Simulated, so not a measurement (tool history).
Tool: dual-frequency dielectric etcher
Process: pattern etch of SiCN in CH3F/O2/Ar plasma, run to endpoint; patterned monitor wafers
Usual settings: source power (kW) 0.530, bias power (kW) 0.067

run	day	source power (kW)	bias power (kW)	wafers since the last listed run	hours since the last wet clean	hours since the last source power generator calibration	hours since the last bias power generator calibration	hours since the last upper electrode change	incoming incoming film thickness, nm	endpoint time (s)
1	0.000	0.530	0.064	0	47.7	3239.2	1954.0	4983.1	7.75	19.4
2	1.100	0.530	0.067	281	74.1	3265.6	1980.4	5009.5	7.71	18.8
3	2.317	0.530	0.067	311	103.3	3294.8	2009.6	5038.7	7.68	18.6
4	2.850	0.530	0.067	136	116.1	3307.6	2022.4	5051.5	7.72	19.1
5	4.046	0.530	0.077	306	144.8	3336.3	2051.1	5080.2	7.68	17.7
6	5.475	0.530	0.077	366	179.1	3370.6	2085.4	5114.5	7.70	17.8
7	6.696	0.490	0.067	312	208.4	3399.9	2114.7	5143.8	7.70	19.6
8	7.246	0.490	0.067	140	221.6	3413.1	2127.9	5157.0	7.66	19.2
9	8.479	0.530	0.078	315	251.2	3442.7	2157.5	5186.6	7.68	17.9
10	9.896	0.530	0.067	362	285.2	3476.7	2191.5	5220.6	7.66	19.0
11	11.733	0.530	0.067	470	329.3	3520.8	2235.6	5264.7	7.73	19.5
# day 12.108: bias power generator calibrated
# day 12.533: source power generator calibrated
12	12.929	0.530	0.067	220	358.0	9.5	19.7	5293.4	7.73	19.8
# day 14.338: wet clean of the chamber
13	14.388	0.530	0.067	117	1.2	44.5	54.7	5328.4	7.66	18.5
14	17.246	0.530	0.067	732	69.8	113.1	123.3	5397.0	7.73	18.7
15	20.696	0.570	0.075	883	152.6	195.9	206.1	5479.8	7.72	18.0
# day 22.112: upper electrode replaced
16	22.133	0.530	0.073	112	187.1	230.4	240.6	0.5	7.74	18.7
17	22.800	0.610	0.050	170	203.1	246.4	256.6	16.5	7.63	20.7
18	23.758	0.600	0.077	245	226.1	269.4	279.6	39.5	7.66	17.4
19	25.188	0.530	0.079	366	260.4	303.7	313.9	73.8	7.77	18.1
20	26.088	0.430	0.067	230	282.0	325.3	335.5	95.4	7.69	20.1
21	27.342	0.530	0.077	321	312.1	355.4	365.6	125.5	7.72	18.5
22	28.025	0.530	0.067	175	328.5	371.8	382.0	141.9	7.78	19.7
# day 29.058: wet clean of the chamber
23	32.304	0.420	0.079	839	77.9	474.5	484.7	244.6	7.66	18.3
24	33.933	0.530	0.067	417	117.0	513.6	523.8	283.7	7.69	18.8
25	34.617	0.610	0.067	175	133.4	530.0	540.2	300.1	7.69	18.3
26	35.375	0.480	0.077	194	151.6	548.2	558.4	318.3	7.67	18.5
27	36.650	0.600	0.059	326	182.2	578.8	589.0	348.9	7.74	19.8
28	37.383	0.470	0.061	187	199.8	596.4	606.6	366.5	7.68	20.2
29	38.496	0.530	0.067	284	226.5	623.1	633.3	393.2	7.84	19.9

Forecast each of these 4 alternatives for the next run:
A	38.512	0.530	0.055	4	226.9	623.5	633.7	393.6	7.69	?
B	38.512	0.560	0.077	4	226.9	623.5	633.7	393.6	7.69	?
C	38.512	0.600	0.082	4	226.9	623.5	633.7	393.6	7.69	?
D	38.512	0.530	0.072	4	226.9	623.5	633.7	393.6	7.69	?

run	endpoint time (s)
A	20.8
B	17.9
C	17.2
D	18.7
Without the tool's hidden state the same runs would have given:
run	endpoint time (s)
A	20.0
B	17.2
C	16.5
D	18.0
